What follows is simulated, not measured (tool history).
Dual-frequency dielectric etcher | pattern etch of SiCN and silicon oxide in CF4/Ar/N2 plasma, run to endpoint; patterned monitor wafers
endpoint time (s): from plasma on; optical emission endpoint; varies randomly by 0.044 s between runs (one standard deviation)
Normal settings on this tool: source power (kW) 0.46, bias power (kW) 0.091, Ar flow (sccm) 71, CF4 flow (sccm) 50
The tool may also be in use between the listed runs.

run    hour  source power (kW)  bias power (kW)  Ar flow (sccm)  CF4 flow (sccm)  wafers since the last listed run  hours since the last wet clean  hours since the last source power generator calibration  hours since the last bias power generator calibration  hours since the last Ar flow controller change  hours since the last CF4 flow controller change  hours since the last upper electrode change  incoming incoming film thickness, nm  endpoint time (s)
  1       0                0.5            0.091              71               50                                 0                            47.2                                                    934.6                                                 3614.9                                          2722.4                                            815.3                                       5665.1                                  8.63                8.2
  2    41.8                0.5            0.091              71               50                               751                              89                                                    976.4                                                 3656.7                                          2764.2                                            857.1                                       5706.9                                  8.53                  8
  3   104.8               0.46            0.106              71               46                              1131                             152                                                   1039.4                                                 3719.7                                          2827.2                                            920.1                                       5769.9                                   8.6                8.3
  4   162.5               0.46            0.091              71               50                              1036                           209.7                                                   1097.1                                                 3777.4                                          2884.9                                            977.8                                       5827.6                                  8.47                8.3
  5   199.1               0.46            0.091              71               50                               657                           246.3                                                   1133.7                                                   3814                                          2921.5                                           1014.4                                       5864.2                                  8.58                8.4
  6     229               0.46            0.091              71               50                               537                           276.2                                                   1163.6                                                 3843.9                                          2951.4                                           1044.3                                       5894.1                                   8.5                8.2
      275.2  -- wet clean of the chamber
  7   299.4               0.46            0.091              71               50                               833                            24.2                                                     1234                                                 3914.3                                          3021.8                                           1114.7                                       5964.5                                  8.49                8.4
  8   354.1               0.46            0.091              71               50                               982                            78.9                                                   1288.7                                                   3969                                          3076.5                                           1169.4                                       6019.2                                  8.42                8.3
  9   381.2               0.46            0.091              71               50                               486                             106                                                   1315.8                                                 3996.1                                          3103.6                                           1196.5                                       6046.3                                  8.57                8.4
 10     452               0.46            0.091              77               50                              1272                           176.8                                                   1386.6                                                 4066.9                                          3174.4                                           1267.3                                       6117.1                                  8.48                8.4
 11   480.3               0.46            0.091              80               59                               508                           205.1                                                   1414.9                                                 4095.2                                          3202.7                                           1295.6                                       6145.4                                  8.51                8.2
      517.8  -- bias power generator calibrated
      544.5  -- CF4 flow controller replaced
 12   550.5               0.46            0.091              71               50                              1081                           275.3                                                   1485.1                                                   32.7                                          3272.9                                                6                                       6215.6                                  8.54                8.2
      623.9  -- wet clean of the chamber
 13   624.4               0.53            0.091              66               50                               896                             0.5                                                     1559                                                  106.6                                          3346.8                                             79.9                                       6289.5                                  8.58                7.6
      643.3  -- source power generator calibrated
      651.2  -- upper electrode replaced
 14   658.1               0.46            0.106              71               46                               391                            34.2                                                     14.8                                                  140.3                                          3380.5                                            113.6                                          6.9                                  8.53                8.6
      684.2  -- Ar flow controller replaced
 15   697.5               0.46            0.103              86               44                               600                            73.6                                                     54.2                                                  179.7                                            13.3                                              153                                         46.3                                  8.51                8.8
 16   757.9               0.38            0.099              71               50                              1085                             134                                                    114.6                                                  240.1                                            73.7                                            213.4                                        106.7                                  8.52                9.6
 17   811.9               0.53            0.091              66               50                               970                             188                                                    168.6                                                  294.1                                           127.7                                            267.4                                        160.7                                   8.4                7.5
 18   855.7               0.37            0.105              71               62                               786                           231.8                                                    212.4                                                  337.9                                           171.5                                            311.2                                        204.5                                  8.54                9.3
      929.4  -- wet clean of the chamber
 19   929.9                0.4            0.091              71               50                               901                             0.5                                                    286.6                                                  412.1                                           245.7                                            385.4                                        278.7                                  8.41                9.4
 20   950.8               0.42            0.091              71               50                               375                            21.4                                                    307.5                                                    433                                           266.6                                            406.3                                        299.6                                  8.46                9.1
 21   997.5               0.46            0.091              71               50                               839                            68.1                                                    354.2                                                  479.7                                           313.3                                              453                                        346.3                                  8.47                8.6
 22  1058.2               0.46            0.091              81               55                              1090                           128.8                                                    414.9                                                  540.4                                             374                                            513.7                                          407                                  8.46                8.5
 23    1100               0.52            0.069              86               50                               751                           170.6                                                    456.7                                                  582.2                                           415.8                                            555.5                                        448.8                                  8.49                8.3

Forecast each of these 5 alternatives for the next run:
  A  1100.4               0.46            0.091              71               50                                 7                             171                                                    457.1                                                  582.6                                           416.2                                            555.9                                        449.2                                   8.5                  ?
  B  1100.4               0.37            0.108              57               46                                 7                             171                                                    457.1                                                  582.6                                           416.2                                            555.9                                        449.2                                   8.5                  ?
  C  1100.4               0.51            0.091              71               42                                 7                             171                                                    457.1                                                  582.6                                           416.2                                            555.9                                        449.2                                   8.5                  ?
  D  1100.4                0.5            0.091              71               42                                 7                             171                                                    457.1                                                  582.6                                           416.2                                            555.9                                        449.2                                   8.5                  ?
  E  1100.4               0.57            0.099              53               50                                 7                             171                                                    457.1                                                  582.6                                           416.2                                            555.9                                        449.2                                   8.5                  ?

run  endpoint time (s)
  A                8.4
  B                9.3
  C                  8
  D                8.1
  E                6.8
Without the tool's hidden state the same runs would have given:
run  endpoint time (s)
  A                8.7
  B                9.6
  C                8.3
  D                8.4
  E                7.1
